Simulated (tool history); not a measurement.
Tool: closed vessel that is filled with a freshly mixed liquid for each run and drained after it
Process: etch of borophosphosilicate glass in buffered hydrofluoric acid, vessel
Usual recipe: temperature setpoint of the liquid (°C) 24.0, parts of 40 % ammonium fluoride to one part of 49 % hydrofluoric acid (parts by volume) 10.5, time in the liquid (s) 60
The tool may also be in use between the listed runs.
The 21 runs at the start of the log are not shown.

run	hour	temperature setpoint of the liquid (°C)	parts of 40 % ammonium fluoride to one part of 49 % hydrofluoric acid (parts by volume)	time in the liquid (s)	read-back film thickness of the borophosphosilicate glass reference wafer, read on the same gauge (nm)	thickness taken off the borophosphosilicate glass on a monitor wafer (angstrom)
22	544.8	24.0	10.5	60	90.02	744.4
23	561.2	24.0	10.5	85	90.02	1047.4
24	602.8	24.0	10.5	60	89.97	736.8
25	636.1	29.0	10.5	85	89.97	1352.7
26	650.3	26.5	10.5	80	90.03	1119.4
27	664.5	24.0	11.5	60	90.04	680.8
28	679.5	20.5	13.5	80	89.99	627.8
29	699.7	24.0	10.5	60	89.97	736.3
30	719.7	27.0	7.5	60	90.01	1177.8
31	748.9	24.0	8.5	90	89.97	1323.6
32	773.4	24.0	10.5	30	90.00	365.4

Each row is a separate what-if for the run after 32, all from the same tool condition, not one after another. Results?
A	774.1	24.0	9.5	60	?	?
B	774.1	24.0	10.5	75	?	?
C	774.1	25.5	13.0	60	?	?

run	read-back film thickness of the borophosphosilicate glass reference wafer, read on the same gauge (nm)	thickness taken off the borophosphosilicate glass on a monitor wafer (angstrom)
A	89.98	788.0
B	89.98	908.7
C	89.98	639.0
What these runs would have given with no unlogged condition in the tool:
run	thickness taken off the borophosphosilicate glass on a monitor wafer (angstrom)
A	817.4
B	942.7
C	662.7
